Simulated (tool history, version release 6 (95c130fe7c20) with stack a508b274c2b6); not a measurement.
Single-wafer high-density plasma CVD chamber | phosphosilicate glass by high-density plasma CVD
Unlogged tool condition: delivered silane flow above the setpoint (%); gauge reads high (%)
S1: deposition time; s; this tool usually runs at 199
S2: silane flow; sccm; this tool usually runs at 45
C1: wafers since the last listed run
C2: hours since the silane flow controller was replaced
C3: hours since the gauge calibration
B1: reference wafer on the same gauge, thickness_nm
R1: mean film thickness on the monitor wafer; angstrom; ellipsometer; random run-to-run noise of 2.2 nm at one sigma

Run 1, day 0.000: usual settings; C1 0; C2 1890.7; C3 481.9; B1 1053.601. Result: R1 9255.67 angstrom.
Run 2, day 3.825: usual settings; C1 932; C2 1982.5; C3 573.7; B1 1052.335. Result: R1 9213.86 angstrom.
Run 3, day 6.062: usual settings but S1 207 s; C1 545; C2 2036.2; C3 627.4; B1 1051.294. Result: R1 9649.03 angstrom.
Run 4, day 8.925: usual settings but S1 217 s; C1 698; C2 2104.9; C3 696.1; B1 1051.304. Result: R1 10049.16 angstrom.
Run 5, day 13.154: usual settings; C1 1031; C2 2206.4; C3 797.6; B1 1050.167. Result: R1 9202.22 angstrom.
Run 6, day 17.571: usual settings; C1 1077; C2 2312.4; C3 903.6; B1 1049.603. Result: R1 9221.00 angstrom.
Run 7, day 19.371: usual settings; C1 439; C2 2355.6; C3 946.8; B1 1049.305. Result: R1 9228.62 angstrom.
At day 20.804: silane flow controller replaced.
Run 8, day 22.054: usual settings; C1 573; C2 30.0; C3 1011.2; B1 1049.702. Result: R1 9209.43 angstrom.
Run 9, day 26.046: usual settings but S2 51 sccm; C1 973; C2 125.8; C3 1107.0; B1 1048.867. Result: R1 10265.36 angstrom.
Run 10, day 29.571: usual settings; C1 859; C2 210.4; C3 1191.6; B1 1048.236. Result: R1 9219.67 angstrom.
At day 36.496: gauge calibrated.
Run 11, day 42.788: usual settings; C1 3223; C2 527.6; C3 151.0; B1 1057.591. Result: R1 9285.50 angstrom.
Run 12, day 46.108: usual settings; C1 809; C2 607.3; C3 230.7; B1 1056.108. Result: R1 9260.86 angstrom.

Estimate the outcome of run 13 from the log above:
Run 13, day 48.304: usual settings but S1 213 s, S2 52 sccm; C1 535; C2 660.0; C3 283.4; B1 ?. Result: R1 ?.

B1: 1054.592
R1: 11236.75 angstrom
Were there no unlogged condition in the tool, this run, its random variation unchanged, would have produced R1 11349.79 angstrom.
